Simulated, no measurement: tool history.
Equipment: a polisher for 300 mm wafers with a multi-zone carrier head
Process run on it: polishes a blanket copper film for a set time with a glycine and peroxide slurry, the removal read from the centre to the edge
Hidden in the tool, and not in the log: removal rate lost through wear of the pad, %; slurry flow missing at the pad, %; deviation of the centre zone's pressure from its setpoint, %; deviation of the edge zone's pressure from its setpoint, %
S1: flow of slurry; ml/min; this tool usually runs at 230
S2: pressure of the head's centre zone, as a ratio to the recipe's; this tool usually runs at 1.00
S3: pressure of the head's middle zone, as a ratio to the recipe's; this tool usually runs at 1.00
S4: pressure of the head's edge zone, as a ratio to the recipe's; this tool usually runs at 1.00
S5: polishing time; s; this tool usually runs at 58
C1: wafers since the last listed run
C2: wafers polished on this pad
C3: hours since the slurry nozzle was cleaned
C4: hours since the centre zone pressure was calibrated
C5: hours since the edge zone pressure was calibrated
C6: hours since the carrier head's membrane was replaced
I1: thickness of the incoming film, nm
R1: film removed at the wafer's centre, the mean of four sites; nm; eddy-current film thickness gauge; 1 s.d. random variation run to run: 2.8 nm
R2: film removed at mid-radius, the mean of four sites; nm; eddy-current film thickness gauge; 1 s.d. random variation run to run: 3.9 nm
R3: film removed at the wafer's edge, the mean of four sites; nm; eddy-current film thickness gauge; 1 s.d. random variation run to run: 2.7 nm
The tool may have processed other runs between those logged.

{"run": 1, "hour": 0.0, "S1": 230, "S2": 1.0, "S3": 1.0, "S4": 1.0, "S5": 58, "C1": 0, "C2": 706, "C3": 546.9, "C4": 1363.5, "C5": 1087.7, "C6": 1011.8, "I1": 934.2, "R1": 308.6, "R2": 315.2, "R3": 315.4}
{"hour": 1.7, "done": "worn pad replaced by a new one"}
{"run": 2, "hour": 32.0, "S1": 230, "S2": 1.0, "S3": 1.0, "S4": 1.0, "S5": 58, "C1": 215, "C2": 215, "C3": 578.9, "C4": 1395.5, "C5": 1119.7, "C6": 1043.8, "I1": 929.6, "R1": 309.1, "R2": 311.1, "R3": 316.9}
{"run": 3, "hour": 66.1, "S1": 230, "S2": 1.0, "S3": 1.0, "S4": 1.0, "S5": 58, "C1": 242, "C2": 457, "C3": 613.0, "C4": 1429.6, "C5": 1153.8, "C6": 1077.9, "I1": 938.6, "R1": 307.2, "R2": 310.7, "R3": 312.3}
{"hour": 94.0, "done": "worn pad replaced by a new one"}
{"run": 4, "hour": 97.9, "S1": 230, "S2": 1.0, "S3": 1.04, "S4": 1.0, "S5": 58, "C1": 197, "C2": 27, "C3": 644.8, "C4": 1461.4, "C5": 1185.6, "C6": 1109.7, "I1": 937.2, "R1": 308.8, "R2": 323.8, "R3": 310.0}
{"run": 5, "hour": 130.7, "S1": 230, "S2": 1.0, "S3": 1.0, "S4": 1.0, "S5": 58, "C1": 233, "C2": 260, "C3": 677.6, "C4": 1494.2, "C5": 1218.4, "C6": 1142.5, "I1": 916.3, "R1": 314.9, "R2": 307.3, "R3": 311.0}
{"run": 6, "hour": 165.5, "S1": 255, "S2": 1.0, "S3": 1.0, "S4": 1.0, "S5": 58, "C1": 247, "C2": 508, "C3": 712.4, "C4": 1529.0, "C5": 1253.2, "C6": 1177.3, "I1": 938.8, "R1": 315.0, "R2": 316.9, "R3": 320.2}
{"hour": 187.9, "done": "centre zone pressure recalibrated"}
{"run": 7, "hour": 188.3, "S1": 255, "S2": 1.0, "S3": 1.0, "S4": 1.0, "S5": 58, "C1": 147, "C2": 656, "C3": 735.2, "C4": 0.4, "C5": 1276.0, "C6": 1200.1, "I1": 928.7, "R1": 316.9, "R2": 318.0, "R3": 315.4}
{"hour": 204.2, "done": "worn pad replaced by a new one"}
{"run": 8, "hour": 209.2, "S1": 230, "S2": 1.0, "S3": 1.0, "S4": 1.0, "S5": 58, "C1": 120, "C2": 35, "C3": 756.1, "C4": 21.3, "C5": 1296.9, "C6": 1221.0, "I1": 935.5, "R1": 314.9, "R2": 310.7, "R3": 315.8}
{"run": 9, "hour": 226.2, "S1": 230, "S2": 1.0, "S3": 1.0, "S4": 1.0, "S5": 58, "C1": 120, "C2": 156, "C3": 773.1, "C4": 38.3, "C5": 1313.9, "C6": 1238.0, "I1": 938.0, "R1": 311.1, "R2": 307.3, "R3": 308.8}
{"run": 10, "hour": 259.6, "S1": 230, "S2": 1.0, "S3": 1.0, "S4": 1.0, "S5": 58, "C1": 237, "C2": 393, "C3": 806.5, "C4": 71.7, "C5": 1347.3, "C6": 1271.4, "I1": 937.8, "R1": 311.0, "R2": 313.8, "R3": 311.8}
{"run": 11, "hour": 284.1, "S1": 150, "S2": 0.96, "S3": 1.0, "S4": 1.0, "S5": 58, "C1": 174, "C2": 568, "C3": 831.0, "C4": 96.2, "C5": 1371.8, "C6": 1295.9, "I1": 928.7, "R1": 271.5, "R2": 291.2, "R3": 291.5}
{"run": 12, "hour": 311.8, "S1": 230, "S2": 1.0, "S3": 1.0, "S4": 1.0, "S5": 58, "C1": 196, "C2": 764, "C3": 858.7, "C4": 123.9, "C5": 1399.5, "C6": 1323.6, "I1": 925.6, "R1": 308.8, "R2": 303.8, "R3": 309.9}
{"hour": 315.1, "done": "edge zone pressure recalibrated"}
{"hour": 319.3, "done": "worn pad replaced by a new one"}
{"run": 13, "hour": 326.9, "S1": 230, "S2": 1.0, "S3": 1.0, "S4": 1.0, "S5": 58, "C1": 64, "C2": 54, "C3": 873.8, "C4": 139.0, "C5": 11.8, "C6": 1338.7, "I1": 921.9, "R1": 311.0, "R2": 303.1, "R3": 313.5}
{"hour": 361.3, "done": "carrier head's membrane replaced by a new one"}
{"run": 14, "hour": 361.8, "S1": 230, "S2": 1.0, "S3": 1.0, "S4": 1.11, "S5": 58, "C1": 212, "C2": 266, "C3": 908.7, "C4": 173.9, "C5": 46.7, "C6": 0.5, "I1": 927.3, "R1": 307.5, "R2": 315.1, "R3": 328.1}
{"hour": 376.0, "done": "slurry nozzle cleaned"}
{"run": 15, "hour": 377.3, "S1": 230, "S2": 0.94, "S3": 1.09, "S4": 1.0, "S5": 45, "C1": 103, "C2": 369, "C3": 1.3, "C4": 189.4, "C5": 62.2, "C6": 16.0, "I1": 929.1, "R1": 227.7, "R2": 258.3, "R3": 237.9}
{"run": 16, "hour": 391.2, "S1": 230, "S2": 1.0, "S3": 0.93, "S4": 1.08, "S5": 58, "C1": 98, "C2": 468, "C3": 15.2, "C4": 203.3, "C5": 76.1, "C6": 29.9, "I1": 942.2, "R1": 312.3, "R2": 292.1, "R3": 326.9}
{"run": 17, "hour": 420.8, "S1": 230, "S2": 0.89, "S3": 1.0, "S4": 1.0, "S5": 58, "C1": 210, "C2": 679, "C3": 44.8, "C4": 232.9, "C5": 105.7, "C6": 59.5, "I1": 931.2, "R1": 277.8, "R2": 307.3, "R3": 311.6}
{"hour": 434.6, "done": "worn pad replaced by a new one"}
{"run": 18, "hour": 450.1, "S1": 230, "S2": 0.89, "S3": 1.07, "S4": 0.95, "S5": 70, "C1": 179, "C2": 109, "C3": 74.1, "C4": 262.2, "C5": 135.0, "C6": 88.8, "I1": 933.1, "R1": 334.2, "R2": 388.1, "R3": 366.3}
{"run": 19, "hour": 472.5, "S1": 230, "S2": 1.0, "S3": 1.0, "S4": 1.0, "S5": 58, "C1": 159, "C2": 269, "C3": 96.5, "C4": 284.6, "C5": 157.4, "C6": 111.2, "I1": 936.0, "R1": 313.9, "R2": 307.2, "R3": 316.8}

Hidden condition of the tool, last listed run before each entry between runs versus first listed run after:
Logged between run 1 and run 2: worn pad replaced by a new one (hour 1.7)
  nothing in the hidden state changes from one run to the other
Logged between run 3 and run 4: worn pad replaced by a new one (hour 94.0)
  nothing in the hidden state changes from one run to the other
Logged between run 6 and run 7: centre zone pressure recalibrated (hour 187.9)
  nothing in the hidden state changes from one run to the other
Logged between run 7 and run 8: worn pad replaced by a new one (hour 204.2)
  nothing in the hidden state changes from one run to the other
Logged between run 12 and run 13: edge zone pressure recalibrated (hour 315.1); worn pad replaced by a new one (hour 319.3)
  nothing in the hidden state changes from one run to the other
Logged between run 13 and run 14: carrier head's membrane replaced by a new one (hour 361.3)
  nothing in the hidden state changes from one run to the other
Logged between run 14 and run 15: slurry nozzle cleaned (hour 376.0)
  nothing in the hidden state changes from one run to the other
Logged between run 17 and run 18: worn pad replaced by a new one (hour 434.6)
  nothing in the hidden state changes from one run to the other
